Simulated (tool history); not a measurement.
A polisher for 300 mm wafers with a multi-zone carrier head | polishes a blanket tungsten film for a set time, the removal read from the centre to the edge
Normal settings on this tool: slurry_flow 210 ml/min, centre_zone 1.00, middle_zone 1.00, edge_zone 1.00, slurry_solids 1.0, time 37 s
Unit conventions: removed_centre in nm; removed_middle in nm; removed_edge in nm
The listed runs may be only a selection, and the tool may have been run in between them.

| run | hour | slurry_flow | centre_zone | middle_zone | edge_zone | slurry_solids | time | wafers since the last listed run | wafers polished on this pad | hours since the slurry nozzle was cleaned | hours since the centre zone pressure was calibrated | hours since the edge zone pressure was calibrated | hours since the carrier head's membrane was replaced | incoming thickness of the incoming film, nm | removed_centre | removed_middle | removed_edge |
|---|---|---|---|---|---|---|---|---|---|---|---|---|---|---|---|---|---|
| 1 | 0.0 | 210 | 1.00 | 1.00 | 1.00 | 1.0 | 37 | 0 | 966 | 778.3 | 817.1 | 1208.9 | 1263.3 | 782.3 | 293.9 | 294.8 | 295.4 |
| 2 | 9.1 | 210 | 1.00 | 1.00 | 1.00 | 1.0 | 37 | 59 | 1025 | 787.4 | 826.2 | 1218.0 | 1272.4 | 777.6 | 289.7 | 292.2 | 288.2 |
|  | 21.8 | worn pad replaced by a new one |
| 3 | 22.3 | 210 | 1.00 | 1.00 | 1.00 | 1.0 | 37 | 59 | 3 | 800.6 | 839.4 | 1231.2 | 1285.6 | 780.2 | 325.7 | 334.3 | 326.0 |
| 4 | 36.0 | 210 | 0.97 | 1.00 | 1.00 | 1.0 | 37 | 89 | 92 | 814.3 | 853.1 | 1244.9 | 1299.3 | 785.9 | 312.4 | 334.9 | 327.6 |
| 5 | 46.2 | 210 | 0.97 | 1.00 | 1.00 | 1.0 | 37 | 66 | 159 | 824.5 | 863.3 | 1255.1 | 1309.5 | 789.8 | 308.8 | 321.8 | 323.0 |
| 6 | 61.8 | 210 | 1.00 | 1.06 | 1.00 | 1.0 | 37 | 101 | 261 | 840.1 | 878.9 | 1270.7 | 1325.1 | 779.8 | 321.4 | 336.7 | 319.7 |
|  | 89.4 | edge zone pressure recalibrated |
|  | 110.0 | carrier head's membrane replaced by a new one |
| 7 | 112.4 | 210 | 1.00 | 1.00 | 1.00 | 1.0 | 37 | 284 | 545 | 890.7 | 929.5 | 23.0 | 2.4 | 789.6 | 302.2 | 310.9 | 310.2 |
| 8 | 127.0 | 210 | 1.00 | 1.00 | 1.00 | 1.0 | 37 | 95 | 640 | 905.3 | 944.1 | 37.6 | 17.0 | 786.8 | 303.0 | 309.3 | 304.5 |
| 9 | 143.8 | 210 | 1.00 | 1.00 | 1.00 | 1.0 | 37 | 109 | 750 | 922.1 | 960.9 | 54.4 | 33.8 | 773.3 | 299.7 | 302.2 | 301.6 |
|  | 145.6 | slurry nozzle cleaned |
|  | 160.0 | worn pad replaced by a new one |
| 10 | 160.5 | 210 | 1.00 | 1.00 | 1.00 | 1.0 | 37 | 76 | 3 | 14.9 | 977.6 | 71.1 | 50.5 | 791.2 | 325.3 | 331.8 | 331.7 |
| 11 | 169.8 | 175 | 1.09 | 1.00 | 1.00 | 1.0 | 37 | 60 | 63 | 24.2 | 986.9 | 80.4 | 59.8 | 784.7 | 342.1 | 315.4 | 319.4 |
| 12 | 176.6 | 210 | 1.00 | 1.00 | 1.00 | 1.0 | 37 | 44 | 108 | 31.0 | 993.7 | 87.2 | 66.6 | 770.2 | 320.2 | 328.5 | 319.9 |
| 13 | 190.8 | 255 | 1.00 | 1.00 | 1.00 | 1.0 | 48 | 92 | 200 | 45.2 | 1007.9 | 101.4 | 80.8 | 766.7 | 426.4 | 424.2 | 426.1 |
|  | 202.9 | centre zone pressure recalibrated |
| 14 | 207.6 | 210 | 1.06 | 0.92 | 1.00 | 1.1 | 37 | 96 | 297 | 62.0 | 4.7 | 118.2 | 97.6 | 796.0 | 339.0 | 306.3 | 326.2 |
| 15 | 238.1 | 190 | 0.94 | 1.00 | 1.00 | 1.0 | 37 | 198 | 496 | 92.5 | 35.2 | 148.7 | 128.1 | 776.4 | 285.9 | 302.9 | 305.3 |
| 16 | 252.8 | 210 | 1.00 | 1.03 | 1.00 | 1.0 | 37 | 95 | 592 | 107.2 | 49.9 | 163.4 | 142.8 | 772.3 | 311.9 | 318.8 | 307.7 |
| 17 | 260.9 | 250 | 1.00 | 0.94 | 1.04 | 1.3 | 37 | 52 | 645 | 115.3 | 58.0 | 171.5 | 150.9 | 766.9 | 327.1 | 315.9 | 326.9 |

Predict each of these 4 candidate next runs independently; none follows another, all start after run 17:
| A | 261.3 | 210 | 1.00 | 1.00 | 1.00 | 1.0 | 37 | 2 | 647 | 115.7 | 58.4 | 171.9 | 151.3 | 777.7 | ? | ? | ? |
| B | 261.3 | 210 | 1.00 | 0.88 | 1.00 | 0.9 | 41 | 2 | 647 | 115.7 | 58.4 | 171.9 | 151.3 | 777.7 | ? | ? | ? |
| C | 261.3 | 210 | 1.00 | 1.00 | 0.95 | 1.0 | 37 | 2 | 647 | 115.7 | 58.4 | 171.9 | 151.3 | 777.7 | ? | ? | ? |
| D | 261.3 | 210 | 1.04 | 1.00 | 1.00 | 1.0 | 37 | 2 | 647 | 115.7 | 58.4 | 171.9 | 151.3 | 777.7 | ? | ? | ? |

| run | removed_centre | removed_middle | removed_edge |
|---|---|---|---|
| A | 301.3 | 306.9 | 304.9 |
| B | 327.1 | 299.7 | 331.8 |
| C | 301.3 | 306.9 | 298.9 |
| D | 313.5 | 306.8 | 304.9 |
With the hidden condition removed and each run's random variation left untouched, the same runs would have given:
| run | removed_centre | removed_middle | removed_edge |
|---|---|---|---|
| A | 324.5 | 330.6 | 328.4 |
| B | 352.3 | 322.8 | 357.4 |
| C | 324.5 | 330.6 | 321.9 |
| D | 337.6 | 330.5 | 328.4 |

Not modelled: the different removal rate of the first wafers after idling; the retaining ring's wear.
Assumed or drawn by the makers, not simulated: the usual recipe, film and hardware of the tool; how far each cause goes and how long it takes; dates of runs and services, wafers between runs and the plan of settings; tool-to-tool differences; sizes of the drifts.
